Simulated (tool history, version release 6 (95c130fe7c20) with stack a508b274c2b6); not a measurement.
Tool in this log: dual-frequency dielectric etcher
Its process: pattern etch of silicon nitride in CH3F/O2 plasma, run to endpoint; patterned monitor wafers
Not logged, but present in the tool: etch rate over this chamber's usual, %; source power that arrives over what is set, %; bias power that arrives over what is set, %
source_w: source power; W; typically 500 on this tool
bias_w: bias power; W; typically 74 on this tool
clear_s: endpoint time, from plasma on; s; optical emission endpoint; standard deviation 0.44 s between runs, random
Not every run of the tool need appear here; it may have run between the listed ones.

| run | day | source_w | bias_w | wafers since the last listed run | hours since the last wet clean | hours since the last source power generator calibration | hours since the last bias power generator calibration | hours since the last upper electrode change | incoming incoming film thickness, nm | clear_s |
|---|---|---|---|---|---|---|---|---|---|---|
| 1 | 0.000 | 590 | 74 | 0 | 451.1 | 1316.2 | 610.7 | 1859.9 | 82.9 | 89.1 |
| 2 | 2.196 | 500 | 87 | 310 | 503.8 | 1368.9 | 663.4 | 1912.6 | 82.9 | 89.8 |
| 3 | 3.800 | 500 | 87 | 226 | 542.3 | 1407.4 | 701.9 | 1951.1 | 83.0 | 89.6 |
|  | 5.117 | wet clean of the chamber |
| 4 | 5.642 | 500 | 74 | 118 | 12.6 | 1451.6 | 746.1 | 1995.3 | 82.7 | 96.7 |
| 5 | 8.083 | 500 | 74 | 344 | 71.2 | 1510.2 | 804.7 | 2053.9 | 83.4 | 97.8 |
| 6 | 10.746 | 500 | 74 | 376 | 135.1 | 1574.1 | 868.6 | 2117.8 | 83.5 | 96.6 |
| 7 | 12.821 | 440 | 74 | 293 | 184.9 | 1623.9 | 918.4 | 2167.6 | 82.4 | 97.2 |
| 8 | 14.662 | 440 | 74 | 260 | 229.1 | 1668.1 | 962.6 | 2211.8 | 83.4 | 99.2 |
| 9 | 17.317 | 440 | 74 | 374 | 292.8 | 1731.8 | 1026.3 | 2275.5 | 83.4 | 98.6 |
| 10 | 18.638 | 460 | 64 | 186 | 324.5 | 1763.5 | 1058.0 | 2307.2 | 82.9 | 98.8 |
| 11 | 19.996 | 460 | 64 | 191 | 357.1 | 1796.1 | 1090.6 | 2339.8 | 84.2 | 100.5 |
| 12 | 22.133 | 540 | 74 | 301 | 408.4 | 1847.4 | 1141.9 | 2391.1 | 82.9 | 91.5 |
| 13 | 23.946 | 500 | 74 | 256 | 451.9 | 1890.9 | 1185.4 | 2434.6 | 83.8 | 94.5 |
| 14 | 25.671 | 500 | 74 | 243 | 493.3 | 1932.3 | 1226.8 | 2476.0 | 83.6 | 94.1 |
|  | 28.904 | wet clean of the chamber |
| 15 | 28.925 | 500 | 74 | 318 | 0.5 | 2010.4 | 1304.9 | 2554.1 | 83.8 | 97.4 |
| 16 | 30.012 | 500 | 74 | 153 | 26.6 | 2036.5 | 1331.0 | 2580.2 | 83.9 | 97.4 |
| 17 | 32.804 | 500 | 74 | 394 | 93.6 | 2103.5 | 1398.0 | 2647.2 | 83.2 | 96.5 |
| 18 | 34.962 | 420 | 82 | 304 | 145.4 | 2155.3 | 1449.8 | 2699.0 | 83.4 | 98.0 |
| 19 | 36.558 | 570 | 81 | 225 | 183.7 | 2193.6 | 1488.1 | 2737.3 | 83.1 | 90.3 |
| 20 | 38.588 | 470 | 58 | 286 | 232.4 | 2242.3 | 1536.8 | 2786.0 | 83.6 | 101.2 |
| 21 | 40.033 | 430 | 74 | 204 | 267.1 | 2277.0 | 1571.5 | 2820.7 | 83.4 | 99.9 |
|  | 41.850 | upper electrode replaced |
| 22 | 41.871 | 500 | 90 | 118 | 311.2 | 2321.1 | 1615.6 | 0.5 | 82.6 | 90.2 |
| 23 | 48.108 | 390 | 62 | 881 | 460.9 | 2470.8 | 1765.3 | 150.2 | 84.2 | 105.0 |
|  | 48.662 | bias power generator calibrated |
| 24 | 50.579 | 500 | 85 | 325 | 520.2 | 2530.1 | 46.0 | 209.5 | 83.3 | 89.8 |
|  | 51.650 | source power generator calibrated |
|  | 51.688 | wet clean of the chamber |
| 25 | 51.996 | 500 | 74 | 171 | 7.4 | 8.3 | 80.0 | 243.5 | 83.0 | 96.7 |
| 26 | 57.442 | 500 | 74 | 769 | 138.1 | 139.0 | 210.7 | 374.2 | 83.1 | 95.6 |
| 27 | 59.221 | 570 | 74 | 251 | 180.8 | 181.7 | 253.4 | 416.9 | 83.6 | 92.6 |
| 28 | 61.025 | 500 | 74 | 254 | 224.1 | 225.0 | 296.7 | 460.2 | 84.3 | 96.3 |
| 29 | 62.067 | 600 | 89 | 147 | 249.1 | 250.0 | 321.7 | 485.2 | 83.6 | 87.5 |
| 30 | 63.408 | 500 | 74 | 189 | 281.3 | 282.2 | 353.9 | 517.4 | 83.8 | 95.1 |
| 31 | 65.008 | 620 | 90 | 226 | 319.7 | 320.6 | 392.3 | 555.8 | 84.0 | 85.9 |
| 32 | 66.508 | 500 | 74 | 211 | 355.7 | 356.6 | 428.3 | 591.8 | 83.4 | 94.3 |
| 33 | 68.750 | 590 | 82 | 316 | 409.5 | 410.4 | 482.1 | 645.6 | 84.2 | 89.6 |
| 34 | 70.258 | 500 | 74 | 213 | 445.7 | 446.6 | 518.3 | 681.8 | 83.5 | 94.3 |
|  | 71.733 | wet clean of the chamber |
| 35 | 71.862 | 550 | 92 | 85 | 3.1 | 485.1 | 556.8 | 720.3 | 82.4 | 89.1 |

Predict each of these 4 candidate next runs independently; none follows another, all start after run 35:
| A | 71.883 | 500 | 84 | 2 | 3.6 | 485.6 | 557.3 | 720.8 | 82.7 | ? |
| B | 71.883 | 600 | 61 | 2 | 3.6 | 485.6 | 557.3 | 720.8 | 82.7 | ? |
| C | 71.883 | 570 | 69 | 2 | 3.6 | 485.6 | 557.3 | 720.8 | 82.7 | ? |
| D | 71.883 | 400 | 74 | 2 | 3.6 | 485.6 | 557.3 | 720.8 | 82.7 | ? |

| run | clear_s |
|---|---|
| A | 94.4 |
| B | 95.5 |
| C | 94.7 |
| D | 102.8 |
With no hidden state in the tool, these same runs would have given:
| run | clear_s |
|---|---|
| A | 93.8 |
| B | 94.9 |
| C | 94.1 |
| D | 102.2 |

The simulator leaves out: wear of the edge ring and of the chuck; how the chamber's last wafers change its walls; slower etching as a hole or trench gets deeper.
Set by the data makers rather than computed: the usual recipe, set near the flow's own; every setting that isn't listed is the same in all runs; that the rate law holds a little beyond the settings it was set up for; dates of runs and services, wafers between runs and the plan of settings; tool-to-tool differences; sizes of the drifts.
